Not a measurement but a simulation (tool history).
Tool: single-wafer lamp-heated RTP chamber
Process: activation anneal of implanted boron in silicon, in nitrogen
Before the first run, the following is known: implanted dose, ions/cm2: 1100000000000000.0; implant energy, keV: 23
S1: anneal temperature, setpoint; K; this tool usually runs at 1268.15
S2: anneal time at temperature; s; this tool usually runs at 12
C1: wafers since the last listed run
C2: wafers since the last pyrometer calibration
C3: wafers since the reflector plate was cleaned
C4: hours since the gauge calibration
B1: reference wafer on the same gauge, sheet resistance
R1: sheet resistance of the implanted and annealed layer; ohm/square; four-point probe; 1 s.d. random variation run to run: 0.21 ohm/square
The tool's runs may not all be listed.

run    day       S1  S2   C1    C2     C3     C4      B1      R1
  1      0  1268.15   7    0  7560  10687   57.8  134.98  111.21
  2  0.392  1268.15   7   99  7659  10786   67.2  134.97  111.38
  3  1.008  1285.15  12  156  7816  10942     82  134.84   107.2
  4  1.525  1285.15  12  130  7946  11073   94.4  135.07  107.53
  5  2.204  1268.15  12  172  8119  11245  110.7  135.02  110.08
     2.504  -- gauge calibrated
  6  2.854  1274.15  12  164  8283  11410    8.4  134.96  108.92
  7  3.142  1258.15   8   72  8356  11483   15.3  134.87   114.4
  8  3.458  1258.15   8   80  8437  11563   22.9     135  114.33
     4.283  -- pyrometer window cleaned and pyrometer calibrated
  9  4.304  1268.15  12  129     4  11693   43.2  135.07  113.51
 10    4.5  1296.15  18   49    54  11743   47.9  134.99  106.83
 11    4.9  1287.15  15  101   155  11844   57.5  135.11  108.28
     5.762  -- reflector plate cleaned
 12  5.783  1268.15  12  139   295      4   78.7  135.06  113.03
 13  5.842  1278.15   7   14   310     19   80.1  134.97  110.96
 14  6.321  1268.15   7  121   431    141   91.6  134.98  114.61
 15  7.058  1295.15  12  186   618    328  109.3  134.98  107.15
 16  7.633  1243.15   7  145   764    473  123.1  135.06  133.87
     7.704  -- gauge calibrated
 17  8.233  1268.15  12  152   916    625   12.7  135.03  112.74

Below are 3 alternative next runs, each starting from the tool's condition after run 17. Predict each:
  A  8.25  1282.15  12   4  920  630  13.1   ?   ?
  B  8.25  1242.15  10   4  920  630  13.1   ?   ?
  C  8.25  1246.15   7   4  920  630  13.1   ?   ?

run      B1      R1
  A  134.92  109.18
  B  134.92  132.17
  C  134.92  130.38
What these runs would have given with no unlogged condition in the tool:
run      R1
  A  109.91
  B  136.38
  C  134.37
